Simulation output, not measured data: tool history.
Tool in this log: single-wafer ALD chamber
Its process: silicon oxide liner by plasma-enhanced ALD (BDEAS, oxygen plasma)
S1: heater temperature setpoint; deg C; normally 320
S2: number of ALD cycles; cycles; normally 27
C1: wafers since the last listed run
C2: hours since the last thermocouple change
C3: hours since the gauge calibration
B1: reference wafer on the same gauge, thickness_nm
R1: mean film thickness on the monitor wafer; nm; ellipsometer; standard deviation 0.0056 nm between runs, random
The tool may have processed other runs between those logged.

run 1 hour=0 | S1=320 S2=23 | C1=0 C2=2138.5 C3=478.3 | B1=2.082 | R1=1.96
run 2 hour=14.5 | S1=320 S2=23 | C1=185 C2=2153 C3=492.8 | B1=2.083 | R1=1.968
run 3 hour=36.8 | S1=320 S2=23 | C1=284 C2=2175.3 C3=515.1 | B1=2.083 | R1=1.959
run 4 hour=62.2 | S1=320 S2=27 | C1=324 C2=2200.7 C3=540.5 | B1=2.085 | R1=2.304
run 5 hour=94 | S1=320 S2=27 | C1=405 C2=2232.5 C3=572.3 | B1=2.084 | R1=2.306
run 6 hour=128 | S1=320 S2=27 | C1=433 C2=2266.5 C3=606.3 | B1=2.087 | R1=2.307
run 7 hour=224.3 | S1=320 S2=27 | C1=1228 C2=2362.8 C3=702.6 | B1=2.085 | R1=2.313
-- hour=284.4 gauge calibrated
run 8 hour=303.3 | S1=320 S2=27 | C1=1008 C2=2441.8 C3=18.9 | B1=2.048 | R1=2.269
run 9 hour=332.9 | S1=320 S2=27 | C1=377 C2=2471.4 C3=48.5 | B1=2.056 | R1=2.278
run 10 hour=363.5 | S1=320 S2=27 | C1=390 C2=2502 C3=79.1 | B1=2.065 | R1=2.295
run 11 hour=384 | S1=320 S2=27 | C1=261 C2=2522.5 C3=99.6 | B1=2.065 | R1=2.278
-- hour=420.9 thermocouple changed; heater temperature recalibrated
run 12 hour=421.4 | S1=320 S2=27 | C1=375 C2=0.5 C3=137 | B1=2.071 | R1=2.294
run 13 hour=439 | S1=320 S2=24 | C1=224 C2=18.1 C3=154.6 | B1=2.071 | R1=2.044
run 14 hour=462.7 | S1=320 S2=24 | C1=302 C2=41.8 C3=178.3 | B1=2.077 | R1=2.041
run 15 hour=477 | S1=320 S2=27 | C1=182 C2=56.1 C3=192.6 | B1=2.076 | R1=2.298
run 16 hour=499.8 | S1=320 S2=27 | C1=290 C2=78.9 C3=215.4 | B1=2.08 | R1=2.292
run 17 hour=525.8 | S1=320 S2=27 | C1=331 C2=104.9 C3=241.4 | B1=2.081 | R1=2.308
run 18 hour=560.4 | S1=309 S2=32 | C1=441 C2=139.5 C3=276 | B1=2.083 | R1=2.784
run 19 hour=577.4 | S1=331 S2=24 | C1=216 C2=156.5 C3=293 | B1=2.087 | R1=2.011
run 20 hour=601.9 | S1=316 S2=24 | C1=312 C2=181 C3=317.5 | B1=2.089 | R1=2.06
run 21 hour=635 | S1=306 S2=25 | C1=422 C2=214.1 C3=350.6 | B1=2.09 | R1=2.193
run 22 hour=661.5 | S1=306 S2=23 | C1=338 C2=240.6 C3=377.1 | B1=2.088 | R1=2.022
run 23 hour=687.3 | S1=320 S2=31 | C1=329 C2=266.4 C3=402.9 | B1=2.095 | R1=2.661
run 24 hour=705.3 | S1=320 S2=27 | C1=229 C2=284.4 C3=420.9 | B1=2.093 | R1=2.309
run 25 hour=737.9 | S1=313 S2=24 | C1=416 C2=317 C3=453.5 | B1=2.096 | R1=2.092
run 26 hour=771.7 | S1=320 S2=27 | C1=431 C2=350.8 C3=487.3 | B1=2.095 | R1=2.312
run 27 hour=798 | S1=324 S2=32 | C1=335 C2=377.1 C3=513.6 | B1=2.097 | R1=2.731
run 28 hour=824.2 | S1=320 S2=27 | C1=334 C2=403.3 C3=539.8 | B1=2.098 | R1=2.322
run 29 hour=853.3 | S1=326 S2=22 | C1=371 C2=432.4 C3=568.9 | B1=2.097 | R1=1.876
run 30 hour=879.2 | S1=314 S2=29 | C1=330 C2=458.3 C3=594.8 | B1=2.098 | R1=2.521
run 31 hour=893.3 | S1=333 S2=29 | C1=179 C2=472.4 C3=608.9 | B1=2.1 | R1=2.443
run 32 hour=908.5 | S1=314 S2=31 | C1=193 C2=487.6 C3=624.1 | B1=2.098 | R1=2.702
run 33 hour=927.7 | S1=312 S2=27 | C1=245 C2=506.8 C3=643.3 | B1=2.1 | R1=2.341
run 34 hour=940.1 | S1=320 S2=27 | C1=158 C2=519.2 C3=655.7 | B1=2.099 | R1=2.323

Branching from run 34: 3 alternative next runs. What would each branch give?
run A hour=940.5 | S1=320 S2=27 | C1=5 C2=519.6 C3=656.1 | B1=? | R1=?
run B hour=940.5 | S1=329 S2=22 | C1=5 C2=519.6 C3=656.1 | B1=? | R1=?
run C hour=940.5 | S1=329 S2=27 | C1=5 C2=519.6 C3=656.1 | B1=? | R1=?

run=A B1=2.098 R1=2.323
run=B B1=2.098 R1=1.866
run=C B1=2.098 R1=2.291
With the hidden condition removed and each run's random variation left untouched, the same runs would have given:
run=A R1=2.257
run=B R1=1.813
run=C R1=2.226

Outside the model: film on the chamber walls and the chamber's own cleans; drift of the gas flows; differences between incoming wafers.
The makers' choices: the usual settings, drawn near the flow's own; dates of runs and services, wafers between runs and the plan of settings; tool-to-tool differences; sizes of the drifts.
